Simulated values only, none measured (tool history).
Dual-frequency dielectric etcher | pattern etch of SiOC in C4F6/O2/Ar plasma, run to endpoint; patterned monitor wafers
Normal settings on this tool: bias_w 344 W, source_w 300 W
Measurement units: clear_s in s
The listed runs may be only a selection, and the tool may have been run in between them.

| run | hour | bias_w | source_w | incoming incoming film thickness, nm | clear_s |
|---|---|---|---|---|---|
| 1 | 0 | 292 | 300 | 51.8 | 24.6 |
| 2 | 24.9 | 344 | 300 | 52 | 23.5 |
| 3 | 38 | 344 | 300 | 51.9 | 23.6 |
| 4 | 66.9 | 344 | 300 | 51.4 | 23.4 |
| 5 | 86.7 | 304 | 300 | 52 | 24.1 |
| 6 | 115.6 | 344 | 300 | 51.7 | 23.4 |
| 7 | 147.2 | 344 | 300 | 52.1 | 23.5 |
| 8 | 179 | 399 | 300 | 52.1 | 22.5 |
| 9 | 209 | 297 | 300 | 51.8 | 23.9 |
|  | 262.7 | wet clean of the chamber |
| 10 | 296.5 | 297 | 300 | 51.7 | 24.6 |
|  | 309 | bias power generator calibrated |
| 11 | 312.4 | 297 | 300 | 51.7 | 24.6 |
| 12 | 327.6 | 344 | 270 | 51.8 | 24.1 |
| 13 | 357.2 | 344 | 270 | 52.3 | 24.6 |
| 14 | 375.7 | 344 | 300 | 52.3 | 23.6 |
|  | 387 | source power generator calibrated |
| 15 | 387.8 | 382 | 250 | 51.9 | 24 |
| 16 | 405.7 | 309 | 330 | 52.2 | 23.8 |
| 17 | 426.9 | 319 | 240 | 51.9 | 25.4 |
| 18 | 445.8 | 385 | 300 | 51.7 | 22.6 |

What will run 19 give?
| 19 | 468.2 | 412 | 330 | 51.9 | ? |

Run 19 measured clear_s 21.6 s.
With the hidden condition absent and the run-to-run variation left alone, this run would have shown clear_s 22.2 s.
